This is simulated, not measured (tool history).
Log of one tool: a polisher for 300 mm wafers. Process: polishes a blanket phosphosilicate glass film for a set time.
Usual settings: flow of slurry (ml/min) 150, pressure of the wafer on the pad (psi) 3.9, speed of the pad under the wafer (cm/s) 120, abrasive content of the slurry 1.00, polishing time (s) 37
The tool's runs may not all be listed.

run	hour	flow of slurry (ml/min)	pressure of the wafer on the pad (psi)	speed of the pad under the wafer (cm/s)	abrasive content of the slurry	polishing time (s)	incoming thickness of the incoming film, nm	film removed (nm)
1	0.0	150	3.9	120	1.00	37	3464.6	549.6
2	26.7	150	3.9	120	1.00	37	3408.7	533.5
3	55.8	150	3.9	120	1.00	37	3415.2	548.0
4	91.6	150	3.9	120	0.80	37	3457.3	511.5
5	121.9	170	2.8	120	1.00	37	3388.5	405.6
6	141.6	150	3.9	120	1.00	46	3467.8	684.3
7	159.2	150	3.1	120	1.00	37	3380.8	428.5
8	176.8	150	3.1	120	1.00	37	3428.7	441.7
9	197.6	150	3.9	120	1.00	37	3412.2	539.8
10	219.5	150	3.9	120	1.00	37	3457.0	553.3
11	254.4	150	5.1	152	1.00	37	3389.3	879.9
12	276.8	150	3.9	120	1.00	37	3410.8	545.9
13	299.3	170	3.9	90	1.00	50	3495.2	602.7
14	311.6	150	3.9	120	1.00	37	3421.1	555.2
15	326.9	150	3.9	100	1.00	37	3440.9	472.0
16	358.7	150	4.5	92	1.00	37	3425.3	505.3
17	379.2	150	3.9	120	1.00	37	3482.4	544.6
18	393.6	120	3.9	120	1.15	30	3385.4	453.9
19	416.9	150	3.9	120	1.00	37	3443.7	554.1
20	448.8	150	3.9	106	0.80	37	3471.2	466.7
21	476.1	125	3.9	94	1.00	37	3407.2	444.5

Taken out of this log: 13 entries between the listed runs. Where each belongs, and how the hidden state differs across it:
Between runs 1 and 2: slurry nozzle cleaned (hour 2.7)
  no hidden state differs between the two runs
Between runs 2 and 3: worn pad replaced by a new one (hour 38.8)
  no hidden state differs between the two runs
Between runs 5 and 6: worn pad replaced by a new one (hour 129.5); slurry blender recalibrated (hour 132.1)
  no hidden state differs between the two runs
Between runs 10 and 11: worn pad replaced by a new one (hour 229.3); slurry nozzle cleaned (hour 243.3); head pressure recalibrated (hour 251.9)
  no hidden state differs between the two runs
Between runs 12 and 13: slurry blender recalibrated (hour 292.2); conditioning disc replaced and pad reconditioned (hour 295.8)
  no hidden state differs between the two runs
Between runs 14 and 15: worn pad replaced by a new one (hour 316.8)
  no hidden state differs between the two runs
Between runs 18 and 19: worn pad replaced by a new one (hour 415.7)
  no hidden state differs between the two runs
Between runs 19 and 20: slurry nozzle cleaned (hour 443.2)
  no hidden state differs between the two runs
Between runs 20 and 21: slurry blender recalibrated (hour 474.9)
  no hidden state differs between the two runs
